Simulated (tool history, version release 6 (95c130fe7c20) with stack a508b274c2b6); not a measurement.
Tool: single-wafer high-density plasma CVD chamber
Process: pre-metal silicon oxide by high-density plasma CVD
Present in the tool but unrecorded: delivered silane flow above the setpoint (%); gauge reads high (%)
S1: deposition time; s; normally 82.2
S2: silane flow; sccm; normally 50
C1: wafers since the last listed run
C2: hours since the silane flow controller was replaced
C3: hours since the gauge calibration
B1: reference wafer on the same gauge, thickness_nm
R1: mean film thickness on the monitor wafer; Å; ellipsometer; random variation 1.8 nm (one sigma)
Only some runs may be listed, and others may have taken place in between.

| run | day | S1 | S2 | C1 | C2 | C3 | B1 | R1 |
|---|---|---|---|---|---|---|---|---|
| 1 | 0 | 82.2 | 56 | 0 | 3037.5 | 625.5 | 401.059 | 4751.22 |
| 2 | 3.054 | 82.2 | 56 | 947 | 3110.8 | 698.8 | 401.112 | 4803.74 |
| 3 | 7.354 | 82.2 | 56 | 1333 | 3214 | 802 | 401.121 | 4751.5 |
| 4 | 9.308 | 78.4 | 50 | 606 | 3260.9 | 848.9 | 401.467 | 4024.63 |
| 5 | 13.525 | 82.2 | 50 | 1307 | 3362.1 | 950.1 | 401.129 | 4258.64 |
| 6 | 16.258 | 82.2 | 50 | 847 | 3427.7 | 1015.7 | 400.861 | 4268.68 |
| 7 | 20.671 | 69.6 | 50 | 1368 | 3533.6 | 1121.6 | 401.049 | 3602.79 |
| 8 | 22.912 | 69.6 | 50 | 695 | 3587.4 | 1175.4 | 401.088 | 3623.41 |
| 9 | 26.604 | 82.2 | 54 | 1145 | 3676 | 1264 | 400.945 | 4615.86 |
| 10 | 30.129 | 82.2 | 50 | 1093 | 3760.6 | 1348.6 | 400.858 | 4274.32 |
| 11 | 32.7 | 82.2 | 50 | 797 | 3822.3 | 1410.3 | 401.16 | 4237.1 |
| 12 | 36.817 | 82.2 | 50 | 1276 | 3921.1 | 1509.1 | 400.702 | 4288.04 |
|  | 38.179 | gauge calibrated |
| 13 | 40.492 | 82.2 | 55 | 1139 | 4009.3 | 55.5 | 401.063 | 4769.67 |
| 14 | 44.262 | 91.5 | 57 | 1169 | 4099.8 | 146 | 400.941 | 5426.89 |
| 15 | 48.704 | 75.1 | 55 | 1377 | 4206.4 | 252.6 | 400.568 | 4338.29 |
|  | 53.908 | silane flow controller replaced |
| 16 | 55.846 | 89.6 | 42 | 2111 | 46.5 | 424 | 400.71 | 3792.24 |
| 17 | 59.808 | 82.2 | 50 | 1229 | 141.6 | 519.1 | 401.253 | 4140.39 |
| 18 | 62.483 | 72.2 | 41 | 829 | 205.8 | 583.3 | 400.941 | 2975.82 |
| 19 | 64.467 | 88.1 | 56 | 615 | 253.4 | 630.9 | 401.015 | 4974.34 |
| 20 | 66.354 | 73.5 | 54 | 585 | 298.7 | 676.2 | 400.978 | 3983.91 |
| 21 | 70.729 | 82.2 | 50 | 1356 | 403.7 | 781.2 | 400.832 | 4149.23 |
| 22 | 78.65 | 68.2 | 58 | 2456 | 593.8 | 971.3 | 400.899 | 3986.26 |
| 23 | 81.275 | 86.8 | 46 | 814 | 656.8 | 1034.3 | 401.111 | 4040.81 |
| 24 | 85.55 | 82.2 | 45 | 1325 | 759.4 | 1136.9 | 401.467 | 3741.71 |
| 25 | 89.367 | 82.2 | 50 | 1183 | 851 | 1228.5 | 400.762 | 4126.7 |

Table of differences, measured result less the result of that run with no hidden state. Run-to-run variation is the same in both. Gauge scatter possibly is not:
| run | R1 |
|---|---|
| 1 | +102.3 |
| 2 | +107.45 |
| 3 | +112.02 |
| 4 | +97.13 |
| 5 | +108.04 |
| 6 | +111.79 |
| 7 | +99.23 |
| 8 | +102.34 |
| 9 | +135.8 |
| 10 | +130.65 |
| 11 | +133.12 |
| 12 | +140.68 |
| 13 | +162.52 |
| 14 | +192.1 |
| 15 | +160.47 |
| 16 | -9.54 |
| 17 | -10.28 |
| 18 | -7.26 |
| 19 | -11.92 |
| 20 | -9.36 |
| 21 | -9.15 |
| 22 | -7.31 |
| 23 | -6.79 |
| 24 | -5.24 |
| 25 | -4.59 |
